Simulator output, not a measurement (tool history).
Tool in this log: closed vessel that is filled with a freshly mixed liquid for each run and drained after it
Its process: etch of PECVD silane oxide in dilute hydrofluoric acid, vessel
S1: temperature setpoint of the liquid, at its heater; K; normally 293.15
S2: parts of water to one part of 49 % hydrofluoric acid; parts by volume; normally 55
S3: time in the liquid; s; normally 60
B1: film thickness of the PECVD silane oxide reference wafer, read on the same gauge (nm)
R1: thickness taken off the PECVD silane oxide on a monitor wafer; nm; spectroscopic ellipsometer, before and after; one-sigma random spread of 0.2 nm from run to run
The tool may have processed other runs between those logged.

{"run": 1, "hour": 0.0, "S1": 293.15, "S2": 55, "S3": 85, "B1": 99.97, "R1": 31.85}
{"run": 2, "hour": 15.6, "S1": 293.15, "S2": 55, "S3": 60, "B1": 99.98, "R1": 22.42}
{"run": 3, "hour": 31.7, "S1": 293.15, "S2": 55, "S3": 60, "B1": 100.02, "R1": 22.4}
{"run": 4, "hour": 43.2, "S1": 293.15, "S2": 55, "S3": 60, "B1": 99.97, "R1": 22.27}
{"run": 5, "hour": 53.0, "S1": 293.15, "S2": 55, "S3": 60, "B1": 99.99, "R1": 22.09}
{"run": 6, "hour": 63.6, "S1": 293.15, "S2": 55, "S3": 60, "B1": 100.02, "R1": 22.42}
{"run": 7, "hour": 79.6, "S1": 293.15, "S2": 55, "S3": 60, "B1": 100.05, "R1": 22.16}
{"run": 8, "hour": 89.2, "S1": 293.15, "S2": 55, "S3": 60, "B1": 100.01, "R1": 22.36}
{"run": 9, "hour": 106.9, "S1": 293.15, "S2": 55, "S3": 60, "B1": 100, "R1": 22.26}
{"run": 10, "hour": 120.3, "S1": 293.15, "S2": 55, "S3": 60, "B1": 99.99, "R1": 21.73}
{"hour": 126.1, "done": "thermometer replaced"}
{"run": 11, "hour": 126.9, "S1": 293.15, "S2": 55, "S3": 60, "B1": 99.99, "R1": 21.12}
{"hour": 132.1, "done": "gauge calibrated"}
{"run": 12, "hour": 144.4, "S1": 293.15, "S2": 55, "S3": 60, "B1": 99.98, "R1": 21.08}
{"run": 13, "hour": 154.0, "S1": 296.65, "S2": 25, "S3": 60, "B1": 99.99, "R1": 55.56}
{"hour": 178.7, "done": "thermometer replaced, repeated, since the last time left the tool worse"}
{"run": 14, "hour": 191.3, "S1": 293.15, "S2": 55, "S3": 60, "B1": 99.98, "R1": 24.12}
{"run": 15, "hour": 206.3, "S1": 291.15, "S2": 70, "S3": 30, "B1": 100, "R1": 8.41}
{"run": 16, "hour": 226.2, "S1": 293.15, "S2": 80, "S3": 60, "B1": 100, "R1": 15.96}
{"run": 17, "hour": 237.6, "S1": 291.65, "S2": 80, "S3": 45, "B1": 100.03, "R1": 11.24}
{"hour": 241.2, "done": "hydrofluoric acid flow meter replaced"}
{"run": 18, "hour": 250.7, "S1": 293.15, "S2": 55, "S3": 60, "B1": 100.02, "R1": 24.08}
{"run": 19, "hour": 258.4, "S1": 296.15, "S2": 75, "S3": 60, "B1": 100.01, "R1": 19.49}
{"run": 20, "hour": 270.4, "S1": 293.15, "S2": 85, "S3": 60, "B1": 100, "R1": 14.6}

Forecast run 21:
{"run": 21, "hour": 279.8, "S1": 290.15, "S2": 80, "S3": 30, "B1": "?", "R1": "?"}

Run 21 produced B1 100.01, R1 6.93 nm.
Were there no unlogged condition in the tool, this run, its random variation unchanged, would have produced R1 7.08 nm.
